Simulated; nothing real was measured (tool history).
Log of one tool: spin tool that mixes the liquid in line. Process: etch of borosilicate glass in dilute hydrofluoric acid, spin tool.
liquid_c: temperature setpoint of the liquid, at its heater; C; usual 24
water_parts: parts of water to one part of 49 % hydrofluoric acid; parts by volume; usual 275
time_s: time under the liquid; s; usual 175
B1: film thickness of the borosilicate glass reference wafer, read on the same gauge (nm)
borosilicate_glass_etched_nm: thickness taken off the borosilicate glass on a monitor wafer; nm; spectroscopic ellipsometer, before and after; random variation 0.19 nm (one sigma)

{"run": 1, "day": 0.0, "liquid_c": 26.5, "water_parts": 200, "time_s": 175, "B1": 50, "borosilicate_glass_etched_nm": 30.14}
{"run": 2, "day": 1.896, "liquid_c": 24, "water_parts": 275, "time_s": 150, "B1": 49.99, "borosilicate_glass_etched_nm": 15.09}
{"run": 3, "day": 3.912, "liquid_c": 24, "water_parts": 275, "time_s": 150, "B1": 50, "borosilicate_glass_etched_nm": 15.35}
{"run": 4, "day": 6.508, "liquid_c": 24, "water_parts": 275, "time_s": 150, "B1": 50.01, "borosilicate_glass_etched_nm": 15.07}
{"day": 7.946, "done": "hydrofluoric acid flow meter replaced"}
{"run": 5, "day": 8.258, "liquid_c": 24, "water_parts": 275, "time_s": 175, "B1": 50, "borosilicate_glass_etched_nm": 19.22}
{"day": 8.958, "done": "gauge calibrated"}
{"run": 6, "day": 11.233, "liquid_c": 24, "water_parts": 275, "time_s": 175, "B1": 50, "borosilicate_glass_etched_nm": 19.11}
{"run": 7, "day": 14.146, "liquid_c": 22, "water_parts": 275, "time_s": 235, "B1": 49.99, "borosilicate_glass_etched_nm": 23.79}
{"run": 8, "day": 15.217, "liquid_c": 24, "water_parts": 275, "time_s": 175, "B1": 49.99, "borosilicate_glass_etched_nm": 18.95}
{"run": 9, "day": 17.6, "liquid_c": 27, "water_parts": 355, "time_s": 175, "B1": 50, "borosilicate_glass_etched_nm": 15.05}
{"run": 10, "day": 18.967, "liquid_c": 24, "water_parts": 275, "time_s": 235, "B1": 50.01, "borosilicate_glass_etched_nm": 26.02}
{"run": 11, "day": 21.688, "liquid_c": 24, "water_parts": 275, "time_s": 175, "B1": 50.01, "borosilicate_glass_etched_nm": 19.13}
{"run": 12, "day": 23.246, "liquid_c": 24, "water_parts": 275, "time_s": 175, "B1": 50.01, "borosilicate_glass_etched_nm": 18.96}
{"run": 13, "day": 25.329, "liquid_c": 24, "water_parts": 275, "time_s": 175, "B1": 50, "borosilicate_glass_etched_nm": 18.85}
{"run": 14, "day": 28.021, "liquid_c": 27.5, "water_parts": 160, "time_s": 205, "B1": 49.99, "borosilicate_glass_etched_nm": 49.05}
{"run": 15, "day": 29.625, "liquid_c": 24, "water_parts": 160, "time_s": 220, "B1": 50, "borosilicate_glass_etched_nm": 46.88}
{"run": 16, "day": 31.058, "liquid_c": 24, "water_parts": 275, "time_s": 175, "B1": 50, "borosilicate_glass_etched_nm": 18.99}
{"run": 17, "day": 34.171, "liquid_c": 25.5, "water_parts": 230, "time_s": 130, "B1": 50, "borosilicate_glass_etched_nm": 18.48}
{"run": 18, "day": 35.454, "liquid_c": 24, "water_parts": 275, "time_s": 175, "B1": 50.01, "borosilicate_glass_etched_nm": 18.88}
{"run": 19, "day": 36.596, "liquid_c": 21, "water_parts": 360, "time_s": 115, "B1": 50, "borosilicate_glass_etched_nm": 7.94}
{"run": 20, "day": 39.35, "liquid_c": 21, "water_parts": 275, "time_s": 95, "B1": 50.01, "borosilicate_glass_etched_nm": 9.19}
{"run": 21, "day": 42.012, "liquid_c": 25.5, "water_parts": 150, "time_s": 75, "B1": 50.02, "borosilicate_glass_etched_nm": 17.89}
{"run": 22, "day": 44.317, "liquid_c": 21.5, "water_parts": 155, "time_s": 175, "B1": 50, "borosilicate_glass_etched_nm": 34.65}
{"day": 45.683, "done": "thermometer replaced"}
{"run": 23, "day": 46.529, "liquid_c": 20.5, "water_parts": 215, "time_s": 175, "B1": 49.99, "borosilicate_glass_etched_nm": 22.13}
{"run": 24, "day": 48.067, "liquid_c": 24, "water_parts": 160, "time_s": 175, "B1": 50.01, "borosilicate_glass_etched_nm": 35.94}
{"run": 25, "day": 54.396, "liquid_c": 24, "water_parts": 275, "time_s": 150, "B1": 50, "borosilicate_glass_etched_nm": 16.01}
{"run": 26, "day": 57.312, "liquid_c": 25.5, "water_parts": 165, "time_s": 265, "B1": 50, "borosilicate_glass_etched_nm": 57.1}
{"run": 27, "day": 58.829, "liquid_c": 27, "water_parts": 155, "time_s": 130, "B1": 50, "borosilicate_glass_etched_nm": 31.4}
{"run": 28, "day": 60.879, "liquid_c": 20, "water_parts": 190, "time_s": 225, "B1": 49.98, "borosilicate_glass_etched_nm": 32.42}
{"run": 29, "day": 62.583, "liquid_c": 21.5, "water_parts": 335, "time_s": 275, "B1": 49.99, "borosilicate_glass_etched_nm": 21.09}
{"run": 30, "day": 63.688, "liquid_c": 28.5, "water_parts": 240, "time_s": 220, "B1": 49.99, "borosilicate_glass_etched_nm": 32.41}
{"run": 31, "day": 68.9, "liquid_c": 21.5, "water_parts": 225, "time_s": 275, "B1": 49.98, "borosilicate_glass_etched_nm": 34.44}
{"run": 32, "day": 69.929, "liquid_c": 19, "water_parts": 165, "time_s": 120, "B1": 49.99, "borosilicate_glass_etched_nm": 19.18}

Some steps in borosilicate_glass_etched_nm between neighbouring runs. How much of each would the tool show without its hidden state too (settings, what came in, random variation), and how much is left for the hidden state, with any gauge scatter that isn't in both results?
The hidden state here: liquid hotter than its thermometer reads (K); hydrofluoric acid flow below the setpoint (%); gauge reads high (%).
Run 1 -> 2: liquid_c 26.5 -> 24, water_parts 200 -> 275, time_s 175 -> 150. borosilicate_glass_etched_nm -15.05 nm: hidden state +1.25, all else -16.3.
Run 13 -> 14: liquid_c 24 -> 27.5, water_parts 275 -> 160, time_s 175 -> 205. borosilicate_glass_etched_nm +30.2 nm: hidden state -1, all else +31.2.
Run 15 -> 16: water_parts 160 -> 275, time_s 220 -> 175. borosilicate_glass_etched_nm -27.89 nm: hidden state +0.86, all else -28.75.
Run 25 -> 26: liquid_c 24 -> 25.5, water_parts 275 -> 165, time_s 150 -> 265. borosilicate_glass_etched_nm +41.09 nm: hidden state -2.44, all else +43.53.
Run 26 -> 27: liquid_c 25.5 -> 27, water_parts 165 -> 155, time_s 265 -> 130. borosilicate_glass_etched_nm -25.7 nm: hidden state +1.5, all else -27.2.
